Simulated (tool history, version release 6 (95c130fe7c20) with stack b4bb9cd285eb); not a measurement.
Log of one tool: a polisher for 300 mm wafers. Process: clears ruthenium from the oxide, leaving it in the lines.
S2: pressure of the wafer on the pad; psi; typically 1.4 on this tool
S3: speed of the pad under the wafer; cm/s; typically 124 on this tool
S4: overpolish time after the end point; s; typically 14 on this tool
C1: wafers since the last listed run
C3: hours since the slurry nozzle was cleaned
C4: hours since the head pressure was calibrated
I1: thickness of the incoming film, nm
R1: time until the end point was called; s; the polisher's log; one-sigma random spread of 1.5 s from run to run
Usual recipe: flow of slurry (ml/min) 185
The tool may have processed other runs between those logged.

Run 1, day 0: usual settings; C1 0; wafers polished on this pad 1435; C3 39.1; C4 395.1; I1 105.5. Result: R1 135.5 s.
Run 2, day 2.771: usual settings; C1 648; wafers polished on this pad 2083; C3 105.6; C4 461.6; I1 104.3. Result: R1 137.1 s.
Run 3, day 5.2: usual settings; C1 568; wafers polished on this pad 2652; C3 163.9; C4 519.9; I1 105.6. Result: R1 142.6 s.
Run 4, day 8.688: usual settings; C1 816; wafers polished on this pad 3468; C3 247.6; C4 603.6; I1 105.3. Result: R1 150.2 s.
At day 11.383: worn pad replaced by a new one.
Run 5, day 12.362: usual settings but S3 108 cm/s; C1 821; wafers polished on this pad 229; C3 335.8; C4 691.8; I1 102.8. Result: R1 151.4 s.
Run 6, day 14.108: usual settings but S3 108 cm/s; C1 408; wafers polished on this pad 637; C3 377.7; C4 733.7; I1 104.1. Result: R1 157.8 s.
Run 7, day 16.162: usual settings; C1 480; wafers polished on this pad 1118; C3 427; C4 783; I1 106.1. Result: R1 142.4 s.
Run 8, day 19.142: usual settings; C1 697; wafers polished on this pad 1816; C3 498.5; C4 854.5; I1 104. Result: R1 141.2 s.
Run 9, day 23.175: usual settings; C1 944; wafers polished on this pad 2760; C3 595.3; C4 951.3; I1 104.8. Result: R1 146.2 s.
At day 26.679: worn pad replaced by a new one.
Run 10, day 26.7: usual settings but S2 1.1 psi, S4 10 s; C1 786; wafers polished on this pad 4; C3 679.9; C4 1035.9; I1 105.5. Result: R1 160.1 s.
At day 27.571: head pressure recalibrated.
At day 27.696: slurry nozzle cleaned.
Run 11, day 29.117: usual settings but S2 1.1 psi, S4 10 s; C1 536; wafers polished on this pad 541; C3 34.1; C4 37.1; I1 106.6. Result: R1 153.7 s.
Run 12, day 31.496: usual settings but S2 1.1 psi, S4 10 s; C1 556; wafers polished on this pad 1097; C3 91.2; C4 94.2; I1 106.3. Result: R1 158 s.
Run 13, day 33.925: usual settings; C1 568; wafers polished on this pad 1666; C3 149.5; C4 152.5; I1 105.7. Result: R1 130.5 s.
Run 14, day 37.338: usual settings but flow of slurry (ml/min) 210, S2 1 psi, S3 138 cm/s, S4 16 s; C1 798; wafers polished on this pad 2465; C3 231.4; C4 234.4; I1 105.2. Result: R1 159.5 s.
Run 15, day 40.983: usual settings but S3 100 cm/s, S4 20 s; C1 853; wafers polished on this pad 3318; C3 318.9; C4 321.9; I1 104. Result: R1 172 s.
At day 43.9: worn pad replaced by a new one.
Run 16, day 44.017: usual settings but flow of slurry (ml/min) 215; C1 671; wafers polished on this pad 27; C3 391.7; C4 394.7; I1 106.5. Result: R1 130.3 s.
Run 17, day 45.917: usual settings; C1 444; wafers polished on this pad 471; C3 437.3; C4 440.3; I1 103.4. Result: R1 126.5 s.
Run 18, day 50.392: usual settings; C1 1047; wafers polished on this pad 1519; C3 544.7; C4 547.7; I1 106.6. Result: R1 135.6 s.
Run 19, day 52.425: usual settings; C1 475; wafers polished on this pad 1995; C3 593.5; C4 596.5; I1 103.7. Result: R1 136.9 s.
At day 53.746: slurry nozzle cleaned.
Run 20, day 56.921: usual settings but S3 102 cm/s, S4 21 s; C1 1042; wafers polished on this pad 3038; C3 76.2; C4 704.4; I1 103.8. Result: R1 172.8 s.
At day 60.717: worn pad replaced by a new one.
Run 21, day 60.879: usual settings but flow of slurry (ml/min) 135, S2 1.8 psi, S3 162 cm/s, S4 19 s; C1 887; wafers polished on this pad 37; C3 171.2; C4 799.4; I1 105.2. Result: R1 85.9 s.
Run 22, day 63.912: usual settings but flow of slurry (ml/min) 215; C1 710; wafers polished on this pad 747; C3 244; C4 872.2; I1 105.2. Result: R1 135.1 s.
Run 23, day 67.371: usual settings but S3 92 cm/s; C1 809; wafers polished on this pad 1557; C3 327; C4 955.2; I1 106.7. Result: R1 190.4 s.
Run 24, day 70.629: usual settings but flow of slurry (ml/min) 140, S3 102 cm/s, S4 6 s; C1 762; wafers polished on this pad 2320; C3 405.2; C4 1033.4; I1 105.2. Result: R1 175.5 s.
At day 70.9: head pressure recalibrated.
Run 25, day 74.079: usual settings but flow of slurry (ml/min) 145; C1 788; wafers polished on this pad 3108; C3 488; C4 76.3; I1 106.6. Result: R1 141.7 s.
Run 26, day 75.646: usual settings but flow of slurry (ml/min) 150, S3 82 cm/s; C1 366; wafers polished on this pad 3474; C3 525.6; C4 113.9; I1 104.6. Result: R1 209.8 s.
At day 76.342: worn pad replaced by a new one.
At day 79.871: slurry nozzle cleaned.
Run 27, day 79.892: usual settings but flow of slurry (ml/min) 205, S2 1.8 psi, S3 96 cm/s, S4 18 s; C1 945; wafers polished on this pad 821; C3 0.5; C4 215.8; I1 103.8. Result: R1 133.1 s.

Here are 4 independent what-if runs from the current tool condition. What would each one return?
Run A, day 79.912: usual settings; C1 4; wafers polished on this pad 826; C3 1; C4 216.3; I1 103.9. Result: R1 ?.
Run B, day 79.912: usual settings but S2 0.9 psi, S3 94 cm/s, S4 9 s; C1 4; wafers polished on this pad 826; C3 1; C4 216.3; I1 103.9. Result: R1 ?.
Run C, day 79.912: usual settings but S2 1.8 psi; C1 4; wafers polished on this pad 826; C3 1; C4 216.3; I1 103.9. Result: R1 ?.
Run D, day 79.912: usual settings but flow of slurry (ml/min) 120, S2 1.7 psi, S3 90 cm/s; C1 4; wafers polished on this pad 826; C3 1; C4 216.3; I1 103.9. Result: R1 ?.

run     R1
  A  126.8
  B  237.6
  C  102.5
  D  154.4
The same runs, with their run-to-run variation unchanged, on a tool lacking any hidden condition would have given:
run     R1
  A  115.6
  B  216.6
  C   93.5
  D  140.8
